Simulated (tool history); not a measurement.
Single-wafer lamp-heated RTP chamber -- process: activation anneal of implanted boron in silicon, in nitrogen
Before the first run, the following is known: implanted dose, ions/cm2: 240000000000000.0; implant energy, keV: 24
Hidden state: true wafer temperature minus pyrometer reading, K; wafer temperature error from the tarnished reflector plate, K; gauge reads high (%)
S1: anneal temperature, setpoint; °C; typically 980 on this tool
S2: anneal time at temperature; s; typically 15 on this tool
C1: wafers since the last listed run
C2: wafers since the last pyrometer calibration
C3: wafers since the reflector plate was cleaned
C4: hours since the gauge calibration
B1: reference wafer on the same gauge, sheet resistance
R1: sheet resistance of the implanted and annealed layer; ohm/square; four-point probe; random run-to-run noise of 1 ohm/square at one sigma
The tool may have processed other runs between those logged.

run 1 hour=0 | S1=996 S2=15 | C1=0 C2=783 C3=12035 C4=122.9 | B1=373.49 | R1=359.26
run 2 hour=16.4 | S1=988 S2=22 | C1=238 C2=1021 C3=12273 C4=139.3 | B1=372.73 | R1=362.29
run 3 hour=28.7 | S1=988 S2=22 | C1=178 C2=1200 C3=12451 C4=151.6 | B1=373.14 | R1=362.4
run 4 hour=54.2 | S1=988 S2=22 | C1=370 C2=1570 C3=12821 C4=177.1 | B1=373.29 | R1=361.37
run 5 hour=82.7 | S1=980 S2=15 | C1=413 C2=1984 C3=13235 C4=205.6 | B1=372.91 | R1=370.75
run 6 hour=106.2 | S1=980 S2=15 | C1=341 C2=2325 C3=13576 C4=229.1 | B1=372.94 | R1=367.75
run 7 hour=120.5 | S1=980 S2=15 | C1=207 C2=2532 C3=13784 C4=243.4 | B1=372.81 | R1=366.97
-- hour=126.2 gauge calibrated
-- hour=144.6 reflector plate cleaned
run 8 hour=145.1 | S1=980 S2=15 | C1=240 C2=2773 C3=6 C4=18.9 | B1=372.79 | R1=366.4
run 9 hour=171.5 | S1=980 S2=15 | C1=383 C2=3157 C3=390 C4=45.3 | B1=372.86 | R1=365.22
run 10 hour=186 | S1=1007 S2=10 | C1=210 C2=3367 C3=600 C4=59.8 | B1=373.01 | R1=356.42
-- hour=203.7 pyrometer window cleaned and pyrometer calibrated
run 11 hour=204.7 | S1=1002 S2=12 | C1=155 C2=14 C3=756 C4=78.5 | B1=372.76 | R1=359.6
run 12 hour=220.7 | S1=1006 S2=10 | C1=232 C2=246 C3=988 C4=94.5 | B1=372.97 | R1=357.82
run 13 hour=254.1 | S1=980 S2=15 | C1=484 C2=731 C3=1473 C4=127.9 | B1=372.89 | R1=369.75
run 14 hour=273.5 | S1=980 S2=15 | C1=281 C2=1013 C3=1754 C4=147.3 | B1=372.81 | R1=369.48
run 15 hour=287 | S1=980 S2=22 | C1=195 C2=1209 C3=1950 C4=160.8 | B1=373.3 | R1=368.07
run 16 hour=307.9 | S1=1010 S2=19 | C1=303 C2=1512 C3=2254 C4=181.7 | B1=373.18 | R1=355.34
run 17 hour=336.7 | S1=1005 S2=23 | C1=418 C2=1930 C3=2672 C4=210.5 | B1=372.96 | R1=356.05

Entry by entry between the runs, the difference in hidden state between the last listed run before and the first listed run after:
Run 7 -> run 8: gauge calibrated (hour 126.2); reflector plate cleaned (hour 144.6)
  true wafer temperature minus pyrometer reading, K: 5.8 -> 7.08
  measured result minus the result with no hidden state, R1: -5.34 -> -6.34 ohm/square
Run 10 -> run 11: pyrometer window cleaned and pyrometer calibrated (hour 203.7)
  true wafer temperature minus pyrometer reading, K: 9.58 -> 1.62
  measured result minus the result with no hidden state, R1: -2.12 -> -0.58 ohm/square
